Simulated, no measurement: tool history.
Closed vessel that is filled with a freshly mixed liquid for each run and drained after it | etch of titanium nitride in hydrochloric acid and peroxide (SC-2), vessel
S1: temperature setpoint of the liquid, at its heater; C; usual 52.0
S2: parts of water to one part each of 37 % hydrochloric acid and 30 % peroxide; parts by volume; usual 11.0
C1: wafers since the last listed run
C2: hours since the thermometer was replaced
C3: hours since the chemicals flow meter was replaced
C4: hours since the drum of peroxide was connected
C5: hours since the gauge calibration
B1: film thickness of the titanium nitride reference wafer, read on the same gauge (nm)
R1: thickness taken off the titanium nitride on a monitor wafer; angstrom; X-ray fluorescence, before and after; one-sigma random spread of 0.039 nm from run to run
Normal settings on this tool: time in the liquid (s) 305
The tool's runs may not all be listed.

Run 1, hour 0.0: usual settings but time in the liquid (s) 225; C1 0; C2 710.0; C3 168.3; C4 759.7; C5 379.6; B1 70.00. Result: R1 45.8 angstrom.
Run 2, hour 38.3: usual settings but time in the liquid (s) 225; C1 2608; C2 748.3; C3 206.6; C4 798.0; C5 417.9; B1 69.99. Result: R1 45.3 angstrom.
Run 3, hour 89.2: usual settings but S1 56.0 C, S2 7.5 parts by volume; C1 3466; C2 799.2; C3 257.5; C4 848.9; C5 468.8; B1 69.98. Result: R1 110.3 angstrom.
Run 4, hour 131.5: usual settings but S2 14.5 parts by volume; C1 2880; C2 841.5; C3 299.8; C4 891.2; C5 511.1; B1 70.01. Result: R1 48.7 angstrom.
Run 5, hour 188.5: usual settings but S2 14.5 parts by volume; C1 3881; C2 898.5; C3 356.8; C4 948.2; C5 568.1; B1 69.98. Result: R1 48.5 angstrom.
Run 6, hour 244.4: usual settings but S2 14.5 parts by volume; C1 3806; C2 954.4; C3 412.7; C4 1004.1; C5 624.0; B1 70.01. Result: R1 47.9 angstrom.
Run 7, hour 271.2: usual settings; C1 1825; C2 981.2; C3 439.5; C4 1030.9; C5 650.8; B1 70.00. Result: R1 60.9 angstrom.
Run 8, hour 300.6: usual settings; C1 2002; C2 1010.6; C3 468.9; C4 1060.3; C5 680.2; B1 70.03. Result: R1 60.7 angstrom.
At hour 424.9: new drum of peroxide connected.
Run 9, hour 507.4: usual settings; C1 14014; C2 1217.4; C3 675.7; C4 82.5; C5 887.0; B1 70.01. Result: R1 64.2 angstrom.
Run 10, hour 536.5: usual settings; C1 1981; C2 1246.5; C3 704.8; C4 111.6; C5 916.1; B1 70.01. Result: R1 64.4 angstrom.
Run 11, hour 592.3: usual settings but S1 45.0 C, S2 14.0 parts by volume; C1 3799; C2 1302.3; C3 760.6; C4 167.4; C5 971.9; B1 70.00. Result: R1 32.3 angstrom.
Run 12, hour 660.5: usual settings but S1 60.0 C, S2 7.5 parts by volume, time in the liquid (s) 255; C1 4644; C2 1370.5; C3 828.8; C4 235.6; C5 1040.1; B1 70.00. Result: R1 121.4 angstrom.
At hour 668.6: gauge calibrated.
Run 13, hour 699.4: usual settings but S1 48.0 C, S2 8.0 parts by volume, time in the liquid (s) 460; C1 2649; C2 1409.4; C3 867.7; C4 274.5; C5 30.8; B1 70.01. Result: R1 95.0 angstrom.
Run 14, hour 765.0: usual settings but S1 56.5 C, S2 14.5 parts by volume, time in the liquid (s) 205; C1 4467; C2 1475.0; C3 933.3; C4 340.1; C5 96.4; B1 70.02. Result: R1 45.4 angstrom.
At hour 777.9: thermometer replaced.
Run 15, hour 789.4: usual settings but S1 44.0 C; C1 1593; C2 11.5; C3 957.7; C4 364.5; C5 120.8; B1 69.99. Result: R1 37.2 angstrom.
Run 16, hour 817.5: usual settings but S2 13.5 parts by volume, time in the liquid (s) 425; C1 1913; C2 39.6; C3 985.8; C4 392.6; C5 148.9; B1 69.96. Result: R1 73.9 angstrom.
At hour 824.4: chemicals flow meter replaced.
Run 17, hour 844.9: usual settings but S2 8.0 parts by volume; C1 1797; C2 67.0; C3 20.5; C4 420.0; C5 176.3; B1 70.03. Result: R1 82.3 angstrom.
Run 18, hour 895.1: usual settings but S1 57.5 C; C1 3418; C2 117.2; C3 70.7; C4 470.2; C5 226.5; B1 70.01. Result: R1 90.1 angstrom.
Run 19, hour 955.0: usual settings but S1 48.0 C, S2 9.0 parts by volume, time in the liquid (s) 365; C1 4079; C2 177.1; C3 130.6; C4 530.1; C5 286.4; B1 70.02. Result: R1 68.8 angstrom.
Run 20, hour 1023.1: usual settings but S2 14.5 parts by volume; C1 4637; C2 245.2; C3 198.7; C4 598.2; C5 354.5; B1 70.00. Result: R1 49.5 angstrom.
Run 21, hour 1073.4: usual settings; C1 3425; C2 295.5; C3 249.0; C4 648.5; C5 404.8; B1 70.03. Result: R1 63.4 angstrom.
Run 22, hour 1109.4: usual settings but S1 58.5 C, S2 15.0 parts by volume, time in the liquid (s) 230; C1 2451; C2 331.5; C3 285.0; C4 684.5; C5 440.8; B1 69.98. Result: R1 54.9 angstrom.
Run 23, hour 1172.2: usual settings but S1 55.5 C, S2 12.5 parts by volume; C1 4276; C2 394.3; C3 347.8; C4 747.3; C5 503.6; B1 70.02. Result: R1 70.0 angstrom.
Run 24, hour 1223.8: usual settings but time in the liquid (s) 175; C1 3513; C2 445.9; C3 399.4; C4 798.9; C5 555.2; B1 69.98. Result: R1 35.6 angstrom.
Run 25, hour 1292.2: usual settings; C1 4658; C2 514.3; C3 467.8; C4 867.3; C5 623.6; B1 70.02. Result: R1 62.5 angstrom.
Run 26, hour 1320.9: usual settings but S1 49.5 C, S2 14.5 parts by volume; C1 1954; C2 543.0; C3 496.5; C4 896.0; C5 652.3; B1 70.01. Result: R1 41.3 angstrom.
Run 27, hour 1392.5: usual settings but S2 12.5 parts by volume; C1 4875; C2 614.6; C3 568.1; C4 967.6; C5 723.9; B1 69.97. Result: R1 55.3 angstrom.
Run 28, hour 1418.3: usual settings but time in the liquid (s) 420; C1 1756; C2 640.4; C3 593.9; C4 993.4; C5 749.7; B1 70.01. Result: R1 85.2 angstrom.

Predict each of these 5 candidate next runs independently; none follows another, all start after run 28:
Run A, hour 1419.0: usual settings; C1 47; C2 641.1; C3 594.6; C4 994.1; C5 750.4; B1 ?. Result: R1 ?.
Run B, hour 1419.0: usual settings but S1 58.5 C, S2 16.0 parts by volume, time in the liquid (s) 435; C1 47; C2 641.1; C3 594.6; C4 994.1; C5 750.4; B1 ?. Result: R1 ?.
Run C, hour 1419.0: usual settings but S1 43.0 C, time in the liquid (s) 250; C1 47; C2 641.1; C3 594.6; C4 994.1; C5 750.4; B1 ?. Result: R1 ?.
Run D, hour 1419.0: usual settings but S1 59.0 C, S2 8.5 parts by volume, time in the liquid (s) 210; C1 47; C2 641.1; C3 594.6; C4 994.1; C5 750.4; B1 ?. Result: R1 ?.
Run E, hour 1419.0: usual settings but S1 56.5 C, S2 8.5 parts by volume, time in the liquid (s) 120; C1 47; C2 641.1; C3 594.6; C4 994.1; C5 750.4; B1 ?. Result: R1 ?.

run     B1    R1
  A  70.01  61.6
  B  70.01  96.4
  C  70.01  27.4
  D  70.01  82.5
  E  70.01  40.2
Take away the tool's hidden state, keep each run's random variation, and the runs would have read:
run     R1
  A   64.9
  B  101.6
  C   28.9
  D   86.8
  E   42.3
